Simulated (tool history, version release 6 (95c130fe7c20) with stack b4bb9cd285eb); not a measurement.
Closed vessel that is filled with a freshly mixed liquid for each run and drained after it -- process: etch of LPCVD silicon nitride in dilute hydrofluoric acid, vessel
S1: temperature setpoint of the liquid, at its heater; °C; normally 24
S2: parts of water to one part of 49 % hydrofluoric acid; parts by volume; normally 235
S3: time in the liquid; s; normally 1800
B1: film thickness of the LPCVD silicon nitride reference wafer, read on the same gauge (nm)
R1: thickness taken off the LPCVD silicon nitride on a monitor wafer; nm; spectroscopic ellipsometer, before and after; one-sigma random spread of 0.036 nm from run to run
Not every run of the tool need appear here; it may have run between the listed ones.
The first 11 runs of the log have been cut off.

| run | hour | S1 | S2 | S3 | B1 | R1 |
|---|---|---|---|---|---|---|
| 12 | 875 | 24 | 235 | 1800 | 39.973 | 3.814 |
| 13 | 958.4 | 24 | 235 | 1800 | 40.009 | 3.772 |
| 14 | 1034.8 | 24 | 235 | 1800 | 40.004 | 3.849 |
| 15 | 1102.4 | 24 | 300 | 1800 | 39.982 | 2.969 |
| 16 | 1194.2 | 20 | 325 | 1075 | 40.021 | 1.304 |
| 17 | 1243.4 | 22 | 235 | 2745 | 39.983 | 5.134 |
|  | 1295 | hydrofluoric acid flow meter replaced |
| 18 | 1351.2 | 24 | 235 | 880 | 40.006 | 1.843 |
| 19 | 1434.9 | 24 | 235 | 1800 | 40.008 | 3.79 |
| 20 | 1539.1 | 24 | 235 | 1800 | 40.005 | 3.782 |
|  | 1543.4 | gauge calibrated |
| 21 | 1577.9 | 28 | 310 | 2315 | 40.029 | 4.725 |
| 22 | 1621.1 | 24 | 235 | 1800 | 40.011 | 3.807 |
| 23 | 1694.2 | 24 | 135 | 775 | 40.002 | 2.782 |
| 24 | 1772.5 | 24 | 235 | 1800 | 39.961 | 3.822 |
| 25 | 1865.4 | 27.5 | 315 | 1800 | 40.019 | 3.539 |
| 26 | 1947 | 28.5 | 235 | 905 | 39.987 | 2.522 |
| 27 | 1996.4 | 24 | 235 | 1800 | 40.018 | 3.791 |
| 28 | 2075.9 | 24 | 155 | 1800 | 39.988 | 5.722 |
| 29 | 2178 | 24 | 275 | 1800 | 39.985 | 3.246 |
| 30 | 2222.8 | 24 | 235 | 1800 | 40.004 | 3.866 |
|  | 2258.7 | thermometer replaced |
| 31 | 2274.7 | 20 | 200 | 1800 | 39.985 | 3.484 |
| 32 | 2347.5 | 22 | 340 | 760 | 40.014 | 0.997 |

4 ways to go on from here, each from the tool as it stands after run 32. What would each give?
| A | 2348.7 | 24 | 235 | 1800 | ? | ? |
| B | 2348.7 | 24 | 135 | 2730 | ? | ? |
| C | 2348.7 | 24 | 235 | 2270 | ? | ? |
| D | 2348.7 | 24 | 320 | 1800 | ? | ? |

| run | B1 | R1 |
|---|---|---|
| A | 40.005 | 3.734 |
| B | 40.005 | 9.802 |
| C | 40.005 | 4.709 |
| D | 40.005 | 2.75 |
The same runs, with their run-to-run variation unchanged, on a tool lacking any hidden condition would have given:
| run | R1 |
|---|---|
| A | 3.734 |
| B | 9.802 |
| C | 4.709 |
| D | 2.75 |
